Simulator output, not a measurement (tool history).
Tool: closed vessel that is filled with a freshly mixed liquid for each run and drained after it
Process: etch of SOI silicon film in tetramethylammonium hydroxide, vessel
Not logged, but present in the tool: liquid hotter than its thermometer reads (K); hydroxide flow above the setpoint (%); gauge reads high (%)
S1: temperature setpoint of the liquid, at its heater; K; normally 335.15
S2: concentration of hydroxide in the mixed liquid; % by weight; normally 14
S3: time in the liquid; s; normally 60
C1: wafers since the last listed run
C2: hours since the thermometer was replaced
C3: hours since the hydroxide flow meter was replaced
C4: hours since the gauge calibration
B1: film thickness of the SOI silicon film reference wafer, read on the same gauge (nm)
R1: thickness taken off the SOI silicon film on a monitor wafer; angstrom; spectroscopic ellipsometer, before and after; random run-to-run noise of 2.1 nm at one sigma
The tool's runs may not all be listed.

Run 1, hour 0: usual settings; C1 0; C2 1168.6; C3 756.7; C4 443.3; B1 69.99. Result: R1 2319.5 angstrom.
Run 2, hour 57.6: usual settings but S2 16.5 % by weight, S3 85 s; C1 6042; C2 1226.2; C3 814.3; C4 500.9; B1 69.99. Result: R1 3115.3 angstrom.
Run 3, hour 102.6: usual settings but S2 16.5 % by weight, S3 85 s; C1 4720; C2 1271.2; C3 859.3; C4 545.9; B1 69.98. Result: R1 3126.9 angstrom.
Run 4, hour 147.5: usual settings but S2 16.5 % by weight, S3 85 s; C1 4710; C2 1316.1; C3 904.2; C4 590.8; B1 69.98. Result: R1 3095.8 angstrom.
At hour 183.4: gauge calibrated.
Run 5, hour 184.3: usual settings; C1 3860; C2 1352.9; C3 941; C4 0.9; B1 70.03. Result: R1 2342.4 angstrom.
Run 6, hour 214: usual settings but S2 13 % by weight, S3 70 s; C1 3115; C2 1382.6; C3 970.7; C4 30.6; B1 69.99. Result: R1 2769.2 angstrom.
Run 7, hour 241.2: usual settings but S2 13 % by weight, S3 70 s; C1 2853; C2 1409.8; C3 997.9; C4 57.8; B1 70.02. Result: R1 2818.9 angstrom.
Run 8, hour 308.2: usual settings but S2 13 % by weight, S3 70 s; C1 7029; C2 1476.8; C3 1064.9; C4 124.8; B1 70. Result: R1 2797.7 angstrom.
Run 9, hour 376.2: usual settings; C1 7133; C2 1544.8; C3 1132.9; C4 192.8; B1 70.03. Result: R1 2276.4 angstrom.
At hour 411.4: hydroxide flow meter replaced.
Run 10, hour 416.5: usual settings; C1 4122; C2 1585.1; C3 5.1; C4 233.1; B1 69.99. Result: R1 2434.7 angstrom.
At hour 476.7: thermometer replaced.
Run 11, hour 484.3: usual settings; C1 7008; C2 7.6; C3 72.9; C4 300.9; B1 70.01. Result: R1 2411.8 angstrom.
Run 12, hour 592.1: usual settings; C1 11309; C2 115.4; C3 180.7; C4 408.7; B1 69.99. Result: R1 2349.6 angstrom.
Run 13, hour 648.9: usual settings; C1 5958; C2 172.2; C3 237.5; C4 465.5; B1 70.02. Result: R1 2372.7 angstrom.
Run 14, hour 709.2: usual settings but S3 85 s; C1 6326; C2 232.5; C3 297.8; C4 525.8; B1 70.02. Result: R1 3378.2 angstrom.
Run 15, hour 763.1: usual settings but S2 16 % by weight, S3 80 s; C1 5654; C2 286.4; C3 351.7; C4 579.7; B1 69.97. Result: R1 3025.5 angstrom.
At hour 800.5: gauge calibrated.
Run 16, hour 820.5: usual settings but S1 332.15 K, S2 10 % by weight, S3 90 s; C1 6021; C2 343.8; C3 409.1; C4 20; B1 70.01. Result: R1 3399.3 angstrom.
Run 17, hour 891.7: usual settings but S1 340.15 K; C1 7469; C2 415; C3 480.3; C4 91.2; B1 69.98. Result: R1 3195.4 angstrom.
Run 18, hour 929.7: usual settings but S1 341.65 K, S2 10.5 % by weight, S3 40 s; C1 3986; C2 453; C3 518.3; C4 129.2; B1 70. Result: R1 2646 angstrom.
Run 19, hour 989.6: usual settings but S2 16.5 % by weight, S3 30 s; C1 6284; C2 512.9; C3 578.2; C4 189.1; B1 69.98. Result: R1 1100.4 angstrom.
Run 20, hour 1033.1: usual settings but S2 13 % by weight, S3 70 s; C1 4563; C2 556.4; C3 621.7; C4 232.6; B1 70.02. Result: R1 2848.6 angstrom.
Run 21, hour 1077.3: usual settings but S1 339.15 K, S3 70 s; C1 4637; C2 600.6; C3 665.9; C4 276.8; B1 69.95. Result: R1 3487.7 angstrom.

What does the tool deliver on the next run?
Run 22, hour 1109.4: usual settings but S1 331.15 K, S2 12 % by weight, S3 30 s; C1 3367; C2 632.7; C3 698; C4 308.9; B1 ?. Result: R1 ?.

B1: 69.96
R1: 989.2 angstrom
On a tool with no hidden condition, and with the same random variation, this run would have come out at R1 1026.1 angstrom.
